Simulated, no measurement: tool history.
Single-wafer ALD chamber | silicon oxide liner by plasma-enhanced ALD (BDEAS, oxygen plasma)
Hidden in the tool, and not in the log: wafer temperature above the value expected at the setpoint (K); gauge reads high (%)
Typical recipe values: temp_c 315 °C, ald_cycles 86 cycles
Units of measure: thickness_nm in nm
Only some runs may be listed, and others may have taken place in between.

run,hour,temp_c,ald_cycles,wafers since the last listed run,hours since the last thermocouple change,hours since the gauge calibration,"read-back reference wafer on the same gauge, thickness_nm",thickness_nm
1,0.0,319,86,0,818.8,426.2,9.725,8.256
2,25.2,319,86,66,844.0,451.4,9.722,8.217
3,86.1,315,86,161,904.9,512.3,9.706,8.328
4,129.6,315,86,115,948.4,555.8,9.709,8.277
5,166.9,315,86,98,985.7,593.1,9.700,8.251
6,233.3,323,86,176,1052.1,659.5,9.699,8.167
7,287.5,321,77,143,1106.3,713.7,9.691,7.369
8,349.3,315,90,164,1168.1,775.5,9.684,8.693
# hour 363.2: thermocouple changed; heater temperature recalibrated
9,404.1,315,90,124,40.9,830.3,9.678,8.616
10,552.2,315,86,393,189.0,978.4,9.665,8.236
11,587.9,315,86,94,224.7,1014.1,9.661,8.219

What will run 12 give?
12,652.7,315,86,171,289.5,1078.9,?,?

{"run 12": {"read-back reference wafer on the same gauge, thickness_nm": 9.649, "thickness_nm": 8.247}}
Take away the tool's hidden state, keep the run-to-run variation as it was, and the same run would have given thickness_nm 8.367 nm.
